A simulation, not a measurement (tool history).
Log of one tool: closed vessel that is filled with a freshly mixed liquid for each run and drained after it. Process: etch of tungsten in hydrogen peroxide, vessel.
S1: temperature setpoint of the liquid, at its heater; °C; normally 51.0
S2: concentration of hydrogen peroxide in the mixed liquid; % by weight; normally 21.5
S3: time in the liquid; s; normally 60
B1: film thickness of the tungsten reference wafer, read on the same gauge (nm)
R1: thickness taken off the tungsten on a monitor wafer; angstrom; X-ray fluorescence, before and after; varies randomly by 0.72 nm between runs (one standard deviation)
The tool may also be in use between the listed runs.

{"run": 1, "hour": 0.0, "S1": 51.0, "S2": 21.5, "S3": 60, "B1": 120.01, "R1": 1825.2}
{"run": 2, "hour": 55.2, "S1": 51.0, "S2": 21.5, "S3": 60, "B1": 119.99, "R1": 1807.4}
{"run": 3, "hour": 115.3, "S1": 51.0, "S2": 21.5, "S3": 60, "B1": 120.05, "R1": 1802.9}
{"run": 4, "hour": 145.0, "S1": 55.0, "S2": 21.5, "S3": 60, "B1": 119.96, "R1": 2316.6}
{"run": 5, "hour": 209.6, "S1": 55.0, "S2": 21.5, "S3": 60, "B1": 119.96, "R1": 2293.7}
{"run": 6, "hour": 236.3, "S1": 51.0, "S2": 21.5, "S3": 60, "B1": 119.96, "R1": 1807.2}
{"run": 7, "hour": 273.3, "S1": 51.0, "S2": 21.5, "S3": 60, "B1": 120.02, "R1": 1806.1}
{"run": 8, "hour": 328.4, "S1": 51.0, "S2": 21.5, "S3": 60, "B1": 119.99, "R1": 1792.8}
{"run": 9, "hour": 393.7, "S1": 51.0, "S2": 21.5, "S3": 60, "B1": 119.97, "R1": 1786.0}
{"hour": 408.4, "done": "new drum of peroxide connected"}
{"run": 10, "hour": 425.5, "S1": 51.0, "S2": 21.5, "S3": 60, "B1": 120.03, "R1": 1796.4}
{"run": 11, "hour": 482.4, "S1": 51.0, "S2": 17.0, "S3": 60, "B1": 120.0, "R1": 1592.6}
{"run": 12, "hour": 541.5, "S1": 51.0, "S2": 17.0, "S3": 60, "B1": 120.02, "R1": 1591.4}
{"run": 13, "hour": 582.4, "S1": 51.0, "S2": 17.0, "S3": 60, "B1": 120.03, "R1": 1585.2}
{"run": 14, "hour": 608.2, "S1": 51.0, "S2": 21.5, "S3": 60, "B1": 120.0, "R1": 1775.9}
{"run": 15, "hour": 650.8, "S1": 51.0, "S2": 21.5, "S3": 60, "B1": 120.01, "R1": 1780.6}
{"hour": 714.2, "done": "gauge calibrated"}
{"hour": 715.0, "done": "thermometer replaced"}
{"run": 16, "hour": 814.3, "S1": 45.0, "S2": 21.5, "S3": 60, "B1": 119.98, "R1": 1190.3}
{"hour": 846.3, "done": "new drum of peroxide connected"}
{"hour": 972.7, "done": "thermometer replaced, repeated, since the last time left the tool worse"}
{"run": 17, "hour": 1020.9, "S1": 41.5, "S2": 23.5, "S3": 85, "B1": 120.0, "R1": 1503.7}
{"run": 18, "hour": 1050.6, "S1": 45.0, "S2": 21.5, "S3": 60, "B1": 120.01, "R1": 1267.1}
{"run": 19, "hour": 1186.8, "S1": 45.5, "S2": 15.0, "S3": 30, "B1": 119.96, "R1": 541.7}
{"run": 20, "hour": 1213.1, "S1": 51.0, "S2": 21.5, "S3": 60, "B1": 119.98, "R1": 1820.5}
{"hour": 1220.3, "done": "peroxide flow meter replaced"}
{"run": 21, "hour": 1278.1, "S1": 51.0, "S2": 21.5, "S3": 60, "B1": 120.0, "R1": 1819.5}
{"hour": 1296.6, "done": "new drum of peroxide connected"}
{"run": 22, "hour": 1304.3, "S1": 48.5, "S2": 17.0, "S3": 40, "B1": 120.02, "R1": 914.1}
{"run": 23, "hour": 1356.7, "S1": 54.5, "S2": 19.5, "S3": 60, "B1": 119.97, "R1": 2127.7}
{"run": 24, "hour": 1381.4, "S1": 60.5, "S2": 21.5, "S3": 40, "B1": 119.99, "R1": 2126.5}
{"run": 25, "hour": 1417.4, "S1": 48.5, "S2": 21.5, "S3": 30, "B1": 120.01, "R1": 773.4}
{"run": 26, "hour": 1469.6, "S1": 51.0, "S2": 21.5, "S3": 60, "B1": 120.0, "R1": 1811.2}
{"run": 27, "hour": 1509.4, "S1": 51.0, "S2": 21.5, "S3": 60, "B1": 119.99, "R1": 1806.2}
{"run": 28, "hour": 1561.4, "S1": 46.0, "S2": 21.5, "S3": 70, "B1": 119.97, "R1": 1543.5}
{"run": 29, "hour": 1599.8, "S1": 51.0, "S2": 21.5, "S3": 60, "B1": 119.98, "R1": 1810.5}

What does the tool deliver on the next run?
{"hour": 1650.6, "done": "new drum of peroxide connected"}
{"run": 30, "hour": 1661.6, "S1": 43.0, "S2": 19.5, "S3": 80, "B1": "?", "R1": "?"}

Run 30 measured B1 120.01, R1 1392.6 angstrom.
With no hidden state in the tool, this same run would have given R1 1429.6 angstrom.

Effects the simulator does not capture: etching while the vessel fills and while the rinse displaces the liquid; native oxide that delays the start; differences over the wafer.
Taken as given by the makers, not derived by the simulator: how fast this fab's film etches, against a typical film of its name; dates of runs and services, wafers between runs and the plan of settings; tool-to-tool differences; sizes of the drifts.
